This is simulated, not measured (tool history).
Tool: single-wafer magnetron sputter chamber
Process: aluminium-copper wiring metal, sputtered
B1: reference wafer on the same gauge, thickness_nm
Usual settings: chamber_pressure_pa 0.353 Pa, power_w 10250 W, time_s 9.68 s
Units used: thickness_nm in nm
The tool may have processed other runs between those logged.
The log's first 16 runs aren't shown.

Run 17, hour 807.3: usual settings but chamber_pressure_pa 0.381 Pa; B1 201.847. Result: thickness_nm 174.261 nm.
At hour 817: sputter target and shields replaced.
Run 18, hour 840.8: usual settings; B1 202.073. Result: thickness_nm 177.691 nm.
Run 19, hour 865.5: usual settings but chamber_pressure_pa 0.463 Pa, time_s 10.92 s; B1 201.495. Result: thickness_nm 190.016 nm.
Run 20, hour 892.3: usual settings but chamber_pressure_pa 0.469 Pa, power_w 9050 W, time_s 8.64 s; B1 202.442. Result: thickness_nm 131.192 nm.
At hour 921: capacitance manometer re-zeroed and calibrated.
Run 21, hour 938.3: usual settings; B1 201.803. Result: thickness_nm 177.025 nm.
Run 22, hour 998.8: usual settings; B1 202.003. Result: thickness_nm 176.061 nm.
Run 23, hour 1054.5: usual settings but chamber_pressure_pa 0.312 Pa; B1 201.955. Result: thickness_nm 178.297 nm.
Run 24, hour 1079.6: usual settings but chamber_pressure_pa 0.389 Pa; B1 201.966. Result: thickness_nm 174.833 nm.
Run 25, hour 1105: usual settings but chamber_pressure_pa 0.391 Pa, power_w 8400 W, time_s 11.57 s; B1 201.822. Result: thickness_nm 170.526 nm.
At hour 1117.7: sputter target and shields replaced.
Run 26, hour 1152.7: usual settings; B1 202.216. Result: thickness_nm 178.451 nm.
Run 27, hour 1186.9: usual settings but time_s 8.18 s; B1 202.216. Result: thickness_nm 149.656 nm.
Run 28, hour 1256.8: usual settings but chamber_pressure_pa 0.394 Pa, power_w 11800 W, time_s 8.29 s; B1 201.712. Result: thickness_nm 172.002 nm.
Run 29, hour 1283.1: usual settings but power_w 9100 W, time_s 8.79 s; B1 201.813. Result: thickness_nm 142.429 nm.
Run 30, hour 1326.4: usual settings but chamber_pressure_pa 0.381 Pa; B1 201.672. Result: thickness_nm 174.661 nm.
Run 31, hour 1385.9: usual settings but chamber_pressure_pa 0.243 Pa, power_w 11550 W, time_s 8.23 s; B1 201.968. Result: thickness_nm 176.991 nm.
At hour 1411: sputter target and shields replaced.
Run 32, hour 1431: usual settings but power_w 8700 W, time_s 10.93 s; B1 201.863. Result: thickness_nm 168.634 nm.
Run 33, hour 1494.6: usual settings but chamber_pressure_pa 0.316 Pa; B1 201.963. Result: thickness_nm 180.281 nm.
Run 34, hour 1521: usual settings; B1 201.765. Result: thickness_nm 176.822 nm.
Run 35, hour 1570.5: usual settings; B1 202.219. Result: thickness_nm 176.195 nm.

Predict each of these 3 candidate next runs independently; none follows another, all start after run 35:
Run A, hour 1570.9: usual settings; B1 ?. Result: thickness_nm ?.
Run B, hour 1570.9: usual settings but chamber_pressure_pa 0.402 Pa, time_s 8.41 s; B1 ?. Result: thickness_nm ?.
Run C, hour 1570.9: usual settings but power_w 11300 W, time_s 8.76 s; B1 ?. Result: thickness_nm ?.

run       B1  thickness_nm
  A  202.226       176.656
  B  202.226       150.313
  C  202.226       176.243
With no hidden state in the tool, these same runs would have given:
run  thickness_nm
  A       176.656
  B       150.313
  C       176.243
